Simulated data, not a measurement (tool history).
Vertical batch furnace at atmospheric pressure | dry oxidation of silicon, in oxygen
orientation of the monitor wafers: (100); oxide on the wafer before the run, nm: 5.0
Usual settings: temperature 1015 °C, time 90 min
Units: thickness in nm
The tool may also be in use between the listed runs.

run,hour,temperature,time,wafers since the last listed run,hours since the last temperature calibration,hours since the boat lift was adjusted,hours since the gauge calibration,"read-back reference wafer on the same gauge, thickness",thickness
1,0,1035,90,0,3310.4,872.1,153.3,75.41,89.03
2,37.1,1035,90,357,3347.5,909.2,190.4,75.48,90.75
3,93.3,1035,90,541,3403.7,965.4,246.6,75.44,90.43
4,180.7,1015,90,842,3491.1,1052.8,334,75.54,75.4
5,284.2,1015,90,997,3594.6,1156.3,437.5,75.42,75.58
6,331.9,1015,90,459,3642.3,1204,485.2,75.32,74.76
7,422.8,1015,90,876,3733.2,1294.9,576.1,75.43,74.74
8,507.8,1015,90,819,3818.2,1379.9,661.1,75.35,75.24
9,592.9,1015,90,820,3903.3,1465,746.2,75.33,75.42
10,674.6,1015,90,787,3985,1546.7,827.9,75.42,74.77
11,781.7,1015,90,1032,4092.1,1653.8,935,75.43,75.22
12,839.3,1007,57,555,4149.7,1711.4,992.6,75.5,51.74
# hour 871.6: thermocouples replaced and temperature profile calibrated
# hour 936.1: gauge calibrated
13,942.6,1015,90,764,71,1814.7,6.5,75.39,75.08
14,978.9,992,51.5,349,107.3,1851,42.8,75.26,42.31
15,1085.2,995,78.5,1024,213.6,1957.3,149.1,75.41,56.31
16,1124.1,1015,60,375,252.5,1996.2,188,75.41,57.77
# hour 1170.8: boat lift adjusted
17,1171.3,1015,90,223,299.7,0.5,235.2,75.47,75.31
18,1227.2,1008,48,538,355.6,56.4,291.1,75.39,46.72
19,1270.6,1015,49.5,418,399,99.8,334.5,75.44,51.13
20,1361.1,1015,90,872,489.5,190.3,425,75.24,75.48
21,1461.9,995,78.5,971,590.3,291.1,525.8,75.44,56.17
22,1563.6,1008,47,980,692,392.8,627.5,75.42,46.27

The tool's hidden state at each run:
true tube temperature minus thermocouple reading, K: 0 in every run
monitor wafer colder than the profiled boat position, K: 0 in every run
gauge reads high (%): 0 in every run

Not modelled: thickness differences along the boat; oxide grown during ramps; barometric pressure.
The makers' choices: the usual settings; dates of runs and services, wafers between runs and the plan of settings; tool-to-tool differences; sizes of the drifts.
